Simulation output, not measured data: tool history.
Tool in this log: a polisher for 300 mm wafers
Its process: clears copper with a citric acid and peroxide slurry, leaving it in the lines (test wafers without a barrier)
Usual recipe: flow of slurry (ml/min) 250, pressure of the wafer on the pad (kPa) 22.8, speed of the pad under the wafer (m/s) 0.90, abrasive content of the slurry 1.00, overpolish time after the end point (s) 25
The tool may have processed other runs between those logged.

run	hour	flow of slurry (ml/min)	pressure of the wafer on the pad (kPa)	speed of the pad under the wafer (m/s)	abrasive content of the slurry	overpolish time after the end point (s)	wafers since the last listed run	wafers polished on this pad	hours since the slurry nozzle was cleaned	hours since the head pressure was calibrated	hours since the slurry blender was calibrated	incoming thickness of the incoming film, nm	time until the end point was called (s)	dishing of a wide line in a test structure (angstrom)
1	0.0	250	22.8	0.90	1.00	22	0	373	82.8	1365.7	198.2	254.3	137.6	227
2	17.9	250	22.8	0.90	1.00	22	211	584	100.7	1383.6	216.1	258.6	146.5	238
# hour 35.9: worn pad replaced by a new one
3	49.6	250	22.8	0.90	1.00	22	326	161	132.4	1415.3	247.8	258.3	138.4	229
4	67.9	250	22.8	0.90	1.00	25	215	377	150.7	1433.6	266.1	251.7	134.9	249
5	93.8	250	22.8	0.90	1.00	25	305	682	176.6	1459.5	292.0	253.3	144.4	251
# hour 103.3: slurry blender recalibrated
# hour 105.0: worn pad replaced by a new one
6	110.7	250	22.8	0.90	1.00	25	154	66	193.5	1476.4	7.4	251.7	126.6	266
# hour 113.1: head pressure recalibrated
7	134.6	225	22.8	1.08	1.00	25	258	325	217.4	21.5	31.3	255.0	116.3	293
8	151.2	250	22.8	0.90	0.75	15	195	521	234.0	38.1	47.9	259.7	142.3	168
# hour 165.9: worn pad replaced by a new one, of another model than before
9	183.0	250	22.8	0.78	1.00	25	328	201	265.8	69.9	79.7	255.5	143.8	241
10	208.5	225	20.7	0.90	1.00	29	300	502	291.3	95.4	105.2	251.9	146.2	268
# hour 224.3: worn pad replaced by a new one
11	231.1	250	18.6	0.60	1.25	25	219	80	313.9	118.0	127.8	253.8	169.9	208
# hour 238.4: slurry nozzle cleaned
12	257.9	250	29.6	0.90	1.00	25	304	384	19.5	144.8	154.6	255.0	114.7	291
13	280.4	280	22.8	0.90	1.00	13	265	650	42.0	167.3	177.1	259.0	136.6	150
# hour 292.8: worn pad replaced by a new one
14	306.6	250	22.8	0.90	1.00	37	262	162	68.2	193.5	203.3	256.2	137.7	328
15	321.9	250	22.8	0.90	1.00	25	180	343	83.5	208.8	218.6	258.9	137.5	251

Some steps in time until the end point was called (s), run to run, broken into two amounts with sign: the step expected even without the hidden condition (settings, incoming material, random variation), and the rest, left for the hidden condition together with whatever gauge scatter is not in both the measured and the hidden-condition-free result:
The tool's hidden condition here consists of: removal rate lost through wear of the pad, %; slurry flow missing at the pad, %; deviation of the head's pressure from its setpoint, %; abrasive missing from the slurry, %.
Run 5 -> 6: slurry blender recalibrated, worn pad replaced by a new one. time until the end point was called (s) -17.8: hidden state -10.7, all else -7.1.
Run 11 -> 12: pressure of the wafer on the pad (kPa) 18.6 -> 29.6, speed of the pad under the wafer (m/s) 0.60 -> 0.90, abrasive content of the slurry 1.25 -> 1.00, slurry nozzle cleaned. time until the end point was called (s) -55.2: hidden state -2.5, all else -52.7.

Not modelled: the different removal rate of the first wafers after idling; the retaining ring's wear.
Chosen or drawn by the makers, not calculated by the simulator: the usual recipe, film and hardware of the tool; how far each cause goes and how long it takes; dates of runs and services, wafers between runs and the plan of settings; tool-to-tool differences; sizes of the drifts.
